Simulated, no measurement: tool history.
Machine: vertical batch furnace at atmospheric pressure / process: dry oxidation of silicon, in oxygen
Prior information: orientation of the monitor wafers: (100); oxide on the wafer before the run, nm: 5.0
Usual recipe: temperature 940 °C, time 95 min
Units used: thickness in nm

| run | hour | temperature | time | wafers since the last listed run | hours since the last temperature calibration | hours since the boat lift was adjusted | hours since the gauge calibration | read-back reference wafer on the same gauge, thickness | thickness |
|---|---|---|---|---|---|---|---|---|---|
| 1 | 0 | 940 | 84 | 0 | 3814.4 | 2165.7 | 611.3 | 37.33 | 33.64 |
| 2 | 66.1 | 940 | 106.5 | 1031 | 3880.5 | 2231.8 | 677.4 | 37.27 | 39.32 |
| 3 | 118.3 | 940 | 95 | 814 | 3932.7 | 2284 | 729.6 | 37.27 | 36.48 |
| 4 | 174.3 | 940 | 95 | 873 | 3988.7 | 2340 | 785.6 | 37.33 | 36.58 |
| 5 | 212.6 | 940 | 95 | 597 | 4027 | 2378.3 | 823.9 | 37.31 | 36.43 |
| 6 | 265.6 | 940 | 95 | 826 | 4080 | 2431.3 | 876.9 | 37.35 | 36.42 |
| 7 | 289.9 | 940 | 95 | 379 | 4104.3 | 2455.6 | 901.2 | 37.26 | 36.57 |
|  | 355.7 | gauge calibrated |
| 8 | 359.7 | 940 | 95 | 1088 | 4174.1 | 2525.4 | 4 | 37.32 | 36.56 |
| 9 | 399.6 | 940 | 95 | 622 | 4214 | 2565.3 | 43.9 | 37.31 | 36.34 |
| 10 | 455.5 | 940 | 122.5 | 872 | 4269.9 | 2621.2 | 99.8 | 37.32 | 43.5 |
| 11 | 487.4 | 950 | 78 | 497 | 4301.8 | 2653.1 | 131.7 | 37.28 | 35.45 |
| 12 | 511.8 | 940 | 65 | 380 | 4326.2 | 2677.5 | 156.1 | 37.35 | 28.44 |
| 13 | 560.3 | 952 | 74.5 | 756 | 4374.7 | 2726 | 204.6 | 37.32 | 35.21 |
| 14 | 604.1 | 940 | 95 | 683 | 4418.5 | 2769.8 | 248.4 | 37.31 | 36.56 |
| 15 | 651.5 | 940 | 57 | 739 | 4465.9 | 2817.2 | 295.8 | 37.29 | 26.21 |
| 16 | 687.6 | 940 | 95 | 563 | 4502 | 2853.3 | 331.9 | 37.33 | 36.43 |
|  | 716.6 | thermocouples replaced and temperature profile calibrated |
|  | 743.7 | boat lift adjusted |
| 17 | 864 | 940 | 127 | 2002 | 147.4 | 120.3 | 508.3 | 37.3 | 45.94 |
| 18 | 894.5 | 961 | 95 | 475 | 177.9 | 150.8 | 538.8 | 37.32 | 46.3 |
| 19 | 939.4 | 929 | 116 | 700 | 222.8 | 195.7 | 583.7 | 37.27 | 38.43 |
| 20 | 973.4 | 940 | 95 | 530 | 256.8 | 229.7 | 617.7 | 37.32 | 37.54 |

Consider 3 possible next runs. They are alternatives, not a sequence: every one starts from the tool as it was left by run 20. What does each give?
| A | 978.4 | 940 | 95 | 77 | 261.8 | 234.7 | 622.7 | ? | ? |
| B | 978.4 | 957 | 95 | 77 | 261.8 | 234.7 | 622.7 | ? | ? |
| C | 978.4 | 930 | 77 | 77 | 261.8 | 234.7 | 622.7 | ? | ? |

| run | read-back reference wafer on the same gauge, thickness | thickness |
|---|---|---|
| A | 37.3 | 37.58 |
| B | 37.3 | 44.43 |
| C | 37.3 | 29.75 |
Take away the tool's hidden state, keep each run's random variation, and the runs would have read:
| run | thickness |
|---|---|
| A | 38.01 |
| B | 44.89 |
| C | 30.07 |

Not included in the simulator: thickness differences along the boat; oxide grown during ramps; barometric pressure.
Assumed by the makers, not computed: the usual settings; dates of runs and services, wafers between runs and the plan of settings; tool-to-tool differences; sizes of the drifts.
